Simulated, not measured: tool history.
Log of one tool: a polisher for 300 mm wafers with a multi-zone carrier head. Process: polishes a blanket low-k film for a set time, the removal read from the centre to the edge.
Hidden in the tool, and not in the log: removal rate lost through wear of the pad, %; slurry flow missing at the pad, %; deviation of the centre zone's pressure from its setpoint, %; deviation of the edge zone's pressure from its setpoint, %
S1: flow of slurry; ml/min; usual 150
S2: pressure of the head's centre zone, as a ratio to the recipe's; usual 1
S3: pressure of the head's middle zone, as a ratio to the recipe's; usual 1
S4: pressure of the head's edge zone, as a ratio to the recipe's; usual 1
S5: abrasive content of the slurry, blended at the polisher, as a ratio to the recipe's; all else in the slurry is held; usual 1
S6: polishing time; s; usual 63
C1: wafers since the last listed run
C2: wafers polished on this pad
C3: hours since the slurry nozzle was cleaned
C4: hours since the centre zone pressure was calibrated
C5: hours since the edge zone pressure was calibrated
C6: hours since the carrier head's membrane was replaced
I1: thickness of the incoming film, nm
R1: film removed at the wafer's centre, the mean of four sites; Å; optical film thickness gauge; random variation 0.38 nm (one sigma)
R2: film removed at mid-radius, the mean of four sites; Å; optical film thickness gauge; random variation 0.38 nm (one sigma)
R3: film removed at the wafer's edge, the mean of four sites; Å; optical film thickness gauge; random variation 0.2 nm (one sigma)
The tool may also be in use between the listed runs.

{"run": 1, "hour": 0.0, "S1": 190, "S2": 1, "S3": 0.9, "S4": 1, "S5": 1, "S6": 63, "C1": 0, "C2": 36, "C3": 659.4, "C4": 9.4, "C5": 854.1, "C6": 98.9, "I1": 333.9, "R1": 284, "R2": 258, "R3": 276}
{"run": 2, "hour": 20.8, "S1": 105, "S2": 1, "S3": 0.88, "S4": 1, "S5": 1, "S6": 63, "C1": 231, "C2": 267, "C3": 680.2, "C4": 30.2, "C5": 874.9, "C6": 119.7, "I1": 331.5, "R1": 247, "R2": 219, "R3": 258}
{"run": 3, "hour": 35.5, "S1": 150, "S2": 1, "S3": 1, "S4": 1, "S5": 1, "S6": 63, "C1": 163, "C2": 431, "C3": 694.9, "C4": 44.9, "C5": 889.6, "C6": 134.4, "I1": 333.9, "R1": 268, "R2": 263, "R3": 268}
{"run": 4, "hour": 48.8, "S1": 125, "S2": 1.04, "S3": 1, "S4": 1, "S5": 0.7, "S6": 63, "C1": 148, "C2": 579, "C3": 708.2, "C4": 58.2, "C5": 902.9, "C6": 147.7, "I1": 323.1, "R1": 229, "R2": 213, "R3": 220}
{"run": 5, "hour": 76.3, "S1": 150, "S2": 1, "S3": 0.93, "S4": 1, "S5": 0.75, "S6": 63, "C1": 306, "C2": 885, "C3": 735.7, "C4": 85.7, "C5": 930.4, "C6": 175.2, "I1": 334.4, "R1": 239, "R2": 217, "R3": 234}
{"run": 6, "hour": 100.8, "S1": 150, "S2": 1, "S3": 0.93, "S4": 1, "S5": 0.75, "S6": 63, "C1": 272, "C2": 1158, "C3": 760.2, "C4": 110.2, "C5": 954.9, "C6": 199.7, "I1": 328.4, "R1": 233, "R2": 210, "R3": 231}
{"run": 7, "hour": 121.6, "S1": 185, "S2": 1, "S3": 0.97, "S4": 1, "S5": 1, "S6": 63, "C1": 231, "C2": 1389, "C3": 781, "C4": 131, "C5": 975.7, "C6": 220.5, "I1": 332.8, "R1": 264, "R2": 259, "R3": 266}
{"run": 8, "hour": 135.1, "S1": 190, "S2": 0.92, "S3": 0.97, "S4": 1, "S5": 1, "S6": 45, "C1": 150, "C2": 1540, "C3": 794.5, "C4": 144.5, "C5": 989.2, "C6": 234, "I1": 327.7, "R1": 179, "R2": 184, "R3": 187}
{"run": 9, "hour": 155.5, "S1": 150, "S2": 1, "S3": 1, "S4": 0.88, "S5": 1, "S6": 63, "C1": 227, "C2": 1767, "C3": 814.9, "C4": 164.9, "C5": 1009.6, "C6": 254.4, "I1": 335.7, "R1": 257, "R2": 253, "R3": 239}
{"run": 10, "hour": 179.5, "S1": 150, "S2": 1.1, "S3": 1, "S4": 1, "S5": 1, "S6": 63, "C1": 267, "C2": 2034, "C3": 838.9, "C4": 188.9, "C5": 1033.6, "C6": 278.4, "I1": 324.6, "R1": 287, "R2": 250, "R3": 252}
{"hour": 198.4, "done": "edge zone pressure recalibrated"}
{"run": 11, "hour": 215.2, "S1": 150, "S2": 1, "S3": 1, "S4": 1, "S5": 1, "S6": 63, "C1": 375, "C2": 2409, "C3": 874.6, "C4": 224.6, "C5": 16.8, "C6": 314.1, "I1": 328.1, "R1": 253, "R2": 242, "R3": 250}
{"hour": 229.6, "done": "worn pad replaced by a new one"}
{"run": 12, "hour": 233.4, "S1": 150, "S2": 1, "S3": 1, "S4": 1.11, "S5": 1, "S6": 63, "C1": 158, "C2": 41, "C3": 892.8, "C4": 242.8, "C5": 35, "C6": 332.3, "I1": 330.9, "R1": 273, "R2": 267, "R3": 281}
{"hour": 236.5, "done": "slurry nozzle cleaned"}
{"run": 13, "hour": 260.6, "S1": 150, "S2": 1.11, "S3": 1, "S4": 1, "S5": 0.8, "S6": 63, "C1": 291, "C2": 333, "C3": 24.1, "C4": 270, "C5": 62.2, "C6": 359.5, "I1": 324.2, "R1": 273, "R2": 242, "R3": 241}
{"run": 14, "hour": 295.4, "S1": 185, "S2": 1, "S3": 1, "S4": 1.11, "S5": 1, "S6": 63, "C1": 387, "C2": 720, "C3": 58.9, "C4": 304.8, "C5": 97, "C6": 394.3, "I1": 326.7, "R1": 267, "R2": 269, "R3": 285}
{"run": 15, "hour": 319.4, "S1": 150, "S2": 0.93, "S3": 1, "S4": 1.07, "S5": 1, "S6": 63, "C1": 267, "C2": 987, "C3": 82.9, "C4": 328.8, "C5": 121, "C6": 418.3, "I1": 328.6, "R1": 244, "R2": 257, "R3": 268}
{"run": 16, "hour": 337.3, "S1": 150, "S2": 1, "S3": 1, "S4": 1, "S5": 1, "S6": 63, "C1": 199, "C2": 1187, "C3": 100.8, "C4": 346.7, "C5": 138.9, "C6": 436.2, "I1": 331, "R1": 259, "R2": 257, "R3": 256}
{"run": 17, "hour": 372.2, "S1": 165, "S2": 1.11, "S3": 1, "S4": 1, "S5": 1, "S6": 63, "C1": 388, "C2": 1575, "C3": 135.7, "C4": 381.6, "C5": 173.8, "C6": 471.1, "I1": 331, "R1": 292, "R2": 251, "R3": 257}
{"run": 18, "hour": 396.2, "S1": 150, "S2": 1, "S3": 1, "S4": 0.91, "S5": 1, "S6": 74, "C1": 267, "C2": 1842, "C3": 159.7, "C4": 405.6, "C5": 197.8, "C6": 495.1, "I1": 324.6, "R1": 291, "R2": 303, "R3": 283}
{"run": 19, "hour": 410.4, "S1": 150, "S2": 1, "S3": 1, "S4": 1, "S5": 1, "S6": 63, "C1": 158, "C2": 2000, "C3": 173.9, "C4": 419.8, "C5": 212, "C6": 509.3, "I1": 324.3, "R1": 254, "R2": 249, "R3": 250}
{"hour": 423.4, "done": "worn pad replaced by a new one"}
{"run": 20, "hour": 444.9, "S1": 150, "S2": 1, "S3": 1, "S4": 1, "S5": 1, "S6": 63, "C1": 339, "C2": 239, "C3": 208.4, "C4": 454.3, "C5": 246.5, "C6": 543.8, "I1": 330.4, "R1": 272, "R2": 258, "R3": 269}
{"run": 21, "hour": 470.2, "S1": 150, "S2": 1, "S3": 1, "S4": 1.03, "S5": 0.9, "S6": 46, "C1": 281, "C2": 520, "C3": 233.7, "C4": 479.6, "C5": 271.8, "C6": 569.1, "I1": 333.8, "R1": 187, "R2": 186, "R3": 188}
{"run": 22, "hour": 483.9, "S1": 150, "S2": 1, "S3": 1, "S4": 0.88, "S5": 1, "S6": 63, "C1": 152, "C2": 673, "C3": 247.4, "C4": 493.3, "C5": 285.5, "C6": 582.8, "I1": 330, "R1": 265, "R2": 268, "R3": 246}

4 ways to go on from here, each from the tool as it stands after run 22. What would each give?
{"run": "A", "hour": 484.3, "S1": 150, "S2": 1, "S3": 1, "S4": 1, "S5": 1, "S6": 83, "C1": 4, "C2": 677, "C3": 247.8, "C4": 493.7, "C5": 285.9, "C6": 583.2, "I1": 335.5, "R1": "?", "R2": "?", "R3": "?"}
{"run": "B", "hour": 484.3, "S1": 150, "S2": 1, "S3": 1, "S4": 1, "S5": 1, "S6": 45, "C1": 4, "C2": 677, "C3": 247.8, "C4": 493.7, "C5": 285.9, "C6": 583.2, "I1": 335.5, "R1": "?", "R2": "?", "R3": "?"}
{"run": "C", "hour": 484.3, "S1": 175, "S2": 1, "S3": 0.89, "S4": 1, "S5": 1, "S6": 74, "C1": 4, "C2": 677, "C3": 247.8, "C4": 493.7, "C5": 285.9, "C6": 583.2, "I1": 335.5, "R1": "?", "R2": "?", "R3": "?"}
{"run": "D", "hour": 484.3, "S1": 185, "S2": 1.04, "S3": 0.9, "S4": 0.89, "S5": 1, "S6": 63, "C1": 4, "C2": 677, "C3": 247.8, "C4": 493.7, "C5": 285.9, "C6": 583.2, "I1": 335.5, "R1": "?", "R2": "?", "R3": "?"}

run=A R1=349 R2=355 R3=351
run=B R1=189 R2=193 R3=191
run=C R1=319 R2=294 R3=319
run=D R1=285 R2=255 R3=259
Without the tool's hidden state the same runs would have given:
run=A R1=359 R2=366 R3=362
run=B R1=195 R2=198 R3=196
run=C R1=329 R2=303 R3=329
run=D R1=294 R2=262 R3=267
